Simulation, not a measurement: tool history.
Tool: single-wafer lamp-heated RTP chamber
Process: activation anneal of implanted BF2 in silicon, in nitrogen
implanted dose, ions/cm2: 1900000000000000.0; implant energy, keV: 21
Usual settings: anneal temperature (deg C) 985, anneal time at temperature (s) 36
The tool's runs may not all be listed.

run     day  anneal temperature (deg C)  anneal time at temperature (s)  wafers since the last listed run  wafers since the last pyrometer calibration  wafers since the reflector plate was cleaned  hours since the gauge calibration  read-back reference wafer on the same gauge, sheet resistance  sheet resistance of the implanted and annealed layer (ohm/square)
  1   0.000                         985                              49                                 0                                        10717                                          4851                             2049.0                                                         165.76                                                             142.71
  2   1.975                         985                              49                               946                                        11663                                          5798                             2096.4                                                         166.25                                                             143.81
  3   5.354                         985                              36                              1619                                        13283                                          7417                             2177.5                                                         165.74                                                             152.93
      6.012  -- pyrometer window cleaned and pyrometer calibrated
  4   9.029                         985                              36                              1601                                         1445                                          9019                             2265.7                                                         165.90                                                             152.50
  5  13.150                         985                              36                              1974                                         3420                                         10994                             2364.6                                                         165.89                                                             152.40
  6  14.675                         985                              36                               730                                         4150                                         11725                             2401.2                                                         165.63                                                             152.42
     18.575  -- reflector plate cleaned
  7  18.862                         985                              36                              1847                                         5998                                           138                             2501.7                                                         165.30                                                             151.73
  8  22.412                         985                              36                              1701                                         7699                                          1839                             2586.9                                                         165.55                                                             152.21
  9  24.983                         985                              36                              1232                                         8931                                          3071                             2648.6                                                         165.54                                                             150.13
 10  27.471                         985                              36                              1192                                        10123                                          4263                             2708.3                                                         165.06                                                             150.63
     31.771  -- pyrometer window cleaned and pyrometer calibrated
 11  31.800                         985                              36                              1915                                           13                                          6178                             2812.2                                                         165.23                                                             151.22
 12  34.079                         985                              36                              1092                                         1105                                          7271                             2866.9                                                         165.13                                                             150.24
 13  38.142                         985                              36                              1946                                         3052                                          9218                             2964.4                                                         165.28                                                             150.78
 14  40.046                         960                              43                               912                                         3964                                         10130                             3010.1                                                         165.13                                                             186.01
     42.717  -- reflector plate cleaned
 15  43.396                        1001                              42                              1445                                         5410                                           325                             3090.5                                                         164.83                                                             127.18
 16  46.725                         985                              48                              1595                                         7006                                          1921                             3170.4                                                         164.91                                                             141.58
 17  50.354                        1012                              36                              1739                                         8745                                          3660                             3257.5                                                         164.86                                                             119.28
 18  52.504                         985                              36                              1030                                         9775                                          4690                             3309.1                                                         164.84                                                             150.92
     55.221  -- pyrometer window cleaned and pyrometer calibrated
 19  55.242                        1002                              36                              1152                                            9                                          5843                             3374.8                                                         164.92                                                             129.22
 20  58.054                         985                              36                              1347                                         1357                                          7190                             3442.3                                                         164.59                                                             151.51
 21  60.046                         985                              36                               954                                         2311                                          8145                             3490.1                                                         164.54                                                             150.49
 22  64.021                        1015                              43                              1905                                         4216                                         10050                             3585.5                                                         164.28                                                             109.79
     66.475  -- gauge calibrated
 23  67.812                         985                              36                              1817                                         6034                                         11867                               32.1                                                         167.56                                                             153.86
 24  70.238                         963                              26                              1162                                         7196                                         13029                               90.3                                                         167.44                                                             194.76
     72.171  -- reflector plate cleaned
 25  72.192                         985                              25                               776                                         7973                                             9                              137.2                                                         167.27                                                             163.12
 26  74.383                         998                              24                              1050                                         9023                                          1060                              189.8                                                         167.28                                                             146.74
 27  78.342                         966                              50                              1897                                        10920                                          2957                              284.8                                                         167.43                                                             171.21
     79.267  -- pyrometer window cleaned and pyrometer calibrated
 28  81.483                         985                              36                              1345                                         1061                                          4303                              360.2                                                         167.23                                                             151.52
 29  83.171                         985                              43                               808                                         1870                                          5112                              400.7                                                         166.94                                                             147.82
 30  85.817                         955                              47                              1268                                         3138                                          6380                              464.2                                                         167.22                                                             194.66
 31  87.721                        1006                              28                               912                                         4051                                          7292                              509.9                                                         167.30                                                             133.31
 32  89.379                         957                              44                               794                                         4846                                          8087                              549.7                                                         167.40                                                             192.61
 33  91.379                        1011                              20                               958                                         5804                                          9045                              597.7                                                         167.25                                                             135.81
 34  93.100                         960                              29                               824                                         6629                                          9870                              639.0                                                         166.80                                                             198.16
 35  94.762                         985                              36                               796                                         7426                                         10667                              678.9                                                         167.01                                                             152.93
 36  96.408                         999                              49                               788                                         8214                                         11456                              718.4                                                         166.79                                                             125.13

Forecast each of these 4 alternatives for the next run:
  A  96.425                         985                              36                                 7                                         8222                                         11464                              718.8                                                              ?                                                                  ?
  B  96.425                        1014                              30                                 7                                         8222                                         11464                              718.8                                                              ?                                                                  ?
  C  96.425                         997                              43                                 7                                         8222                                         11464                              718.8                                                              ?                                                                  ?
  D  96.425                         963                              36                                 7                                         8222                                         11464                              718.8                                                              ?                                                                  ?

run  read-back reference wafer on the same gauge, sheet resistance  sheet resistance of the implanted and annealed layer (ohm/square)
  A                                                         167.10                                                             153.36
  B                                                         167.10                                                             122.72
  C                                                         167.10                                                             132.49
  D                                                         167.10                                                             187.32
Without the tool's hidden state the same runs would have given:
run  sheet resistance of the implanted and annealed layer (ohm/square)
  A                                                             154.42
  B                                                             123.58
  C                                                             133.41
  D                                                             188.62
